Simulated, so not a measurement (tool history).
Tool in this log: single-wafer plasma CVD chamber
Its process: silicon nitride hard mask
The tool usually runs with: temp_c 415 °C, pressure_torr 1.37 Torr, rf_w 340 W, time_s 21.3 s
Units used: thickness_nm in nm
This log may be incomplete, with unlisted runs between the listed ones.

| run | hour | temp_c | pressure_torr | rf_w | time_s | wafers since the last listed run | hours since the last thermocouple change | hours since the last RF generator calibration | hours since the last manometer calibration | hours since the showerhead was replaced | hours since the gauge calibration | read-back reference wafer on the same gauge, thickness_nm | thickness_nm |
|---|---|---|---|---|---|---|---|---|---|---|---|---|---|
| 1 | 0 | 415 | 1.25 | 340 | 21.3 | 0 | 2031.9 | 1003.6 | 2058.7 | 5954.8 | 1449.2 | 23.658 | 23.034 |
| 2 | 33.8 | 415 | 1.25 | 340 | 21.3 | 978 | 2065.7 | 1037.4 | 2092.5 | 5988.6 | 1483 | 23.698 | 22.878 |
| 3 | 178.1 | 419 | 1.37 | 355 | 21.3 | 4177 | 2210 | 1181.7 | 2236.8 | 6132.9 | 1627.3 | 23.729 | 23.746 |
|  | 247.6 | capacitance manometer re-zeroed and calibrated |
|  | 275.8 | showerhead replaced |
| 4 | 326.8 | 419 | 1.37 | 355 | 21.3 | 3841 | 2358.7 | 1330.4 | 79.2 | 51 | 1776 | 23.735 | 23.985 |
| 5 | 360.6 | 415 | 1.37 | 340 | 21.3 | 978 | 2392.5 | 1364.2 | 113 | 84.8 | 1809.8 | 23.695 | 23.452 |
| 6 | 393.2 | 415 | 1.37 | 340 | 21.3 | 943 | 2425.1 | 1396.8 | 145.6 | 117.4 | 1842.4 | 23.694 | 23.302 |
| 7 | 448 | 415 | 1.37 | 340 | 21.3 | 1586 | 2479.9 | 1451.6 | 200.4 | 172.2 | 1897.2 | 23.724 | 23.366 |
| 8 | 488.5 | 415 | 1.15 | 340 | 21.3 | 1172 | 2520.4 | 1492.1 | 240.9 | 212.7 | 1937.7 | 23.688 | 22.369 |
| 9 | 544 | 422 | 1.1 | 340 | 21.3 | 1606 | 2575.9 | 1547.6 | 296.4 | 268.2 | 1993.2 | 23.674 | 22.081 |
|  | 565.9 | thermocouple changed; heater temperature recalibrated |
| 10 | 588.3 | 415 | 1.37 | 340 | 21.3 | 1050 | 22.4 | 1591.9 | 340.7 | 312.5 | 2037.5 | 23.71 | 23.47 |
| 11 | 615.6 | 405 | 1.27 | 285 | 22.8 | 790 | 49.7 | 1619.2 | 368 | 339.8 | 2064.8 | 23.734 | 22.609 |
| 12 | 685.2 | 415 | 1.65 | 370 | 25.2 | 2015 | 119.3 | 1688.8 | 437.6 | 409.4 | 2134.4 | 23.684 | 30.474 |
|  | 695.2 | gauge calibrated |
| 13 | 710.4 | 407 | 1.15 | 280 | 23.6 | 729 | 144.5 | 1714 | 462.8 | 434.6 | 15.2 | 23.683 | 22.356 |
|  | 755 | RF generator calibrated |
| 14 | 755.5 | 415 | 1.37 | 340 | 17.6 | 1074 | 189.6 | 0.5 | 507.9 | 479.7 | 60.3 | 23.717 | 19.375 |
| 15 | 780.4 | 415 | 1.07 | 340 | 21.3 | 720 | 214.5 | 25.4 | 532.8 | 504.6 | 85.2 | 23.67 | 21.816 |
| 16 | 824.6 | 415 | 1.37 | 275 | 21.3 | 1279 | 258.7 | 69.6 | 577 | 548.8 | 129.4 | 23.73 | 20.899 |
| 17 | 885.1 | 415 | 1.15 | 340 | 21.3 | 1751 | 319.2 | 130.1 | 637.5 | 609.3 | 189.9 | 23.693 | 22.438 |
| 18 | 953 | 415 | 1.37 | 340 | 21.3 | 1965 | 387.1 | 198 | 705.4 | 677.2 | 257.8 | 23.751 | 23.518 |
| 19 | 1014.5 | 415 | 1.25 | 340 | 21.3 | 1780 | 448.6 | 259.5 | 766.9 | 738.7 | 319.3 | 23.66 | 23.004 |
| 20 | 1072.8 | 415 | 1.37 | 340 | 17.2 | 1687 | 506.9 | 317.8 | 825.2 | 797 | 377.6 | 23.682 | 18.879 |
| 21 | 1212.7 | 415 | 1.37 | 305 | 24.7 | 4050 | 646.8 | 457.7 | 965.1 | 936.9 | 517.5 | 23.694 | 25.667 |
| 22 | 1249.2 | 415 | 1.37 | 340 | 21.3 | 1056 | 683.3 | 494.2 | 1001.6 | 973.4 | 554 | 23.696 | 23.364 |
| 23 | 1282.8 | 422 | 1.1 | 340 | 21.3 | 972 | 716.9 | 527.8 | 1035.2 | 1007 | 587.6 | 23.687 | 22.215 |
| 24 | 1311 | 415 | 1.37 | 295 | 21.3 | 816 | 745.1 | 556 | 1063.4 | 1035.2 | 615.8 | 23.739 | 21.707 |
| 25 | 1356.4 | 415 | 1.37 | 340 | 21.3 | 1314 | 790.5 | 601.4 | 1108.8 | 1080.6 | 661.2 | 23.69 | 23.449 |
| 26 | 1390.7 | 415 | 1.37 | 400 | 21.3 | 993 | 824.8 | 635.7 | 1143.1 | 1114.9 | 695.5 | 23.674 | 25.542 |
| 27 | 1419.2 | 421 | 1.37 | 340 | 19.8 | 825 | 853.3 | 664.2 | 1171.6 | 1143.4 | 724 | 23.746 | 21.672 |
| 28 | 1468.8 | 415 | 1.37 | 340 | 25 | 1436 | 902.9 | 713.8 | 1221.2 | 1193 | 773.6 | 23.679 | 27.617 |

Take each entry between the runs: how does the hidden state at the last listed run before it differ from the hidden state at the first listed run after it?
From run 3 to run 4: capacitance manometer re-zeroed and calibrated (hour 247.6); showerhead replaced (hour 275.8)
  the hidden state is the same at both runs
From run 9 to run 10: thermocouple changed; heater temperature recalibrated (hour 565.9)
  the hidden state is the same at both runs
From run 12 to run 13: gauge calibrated (hour 695.2)
  the hidden state is the same at both runs
From run 13 to run 14: RF generator calibrated (hour 755)
  the hidden state is the same at both runs
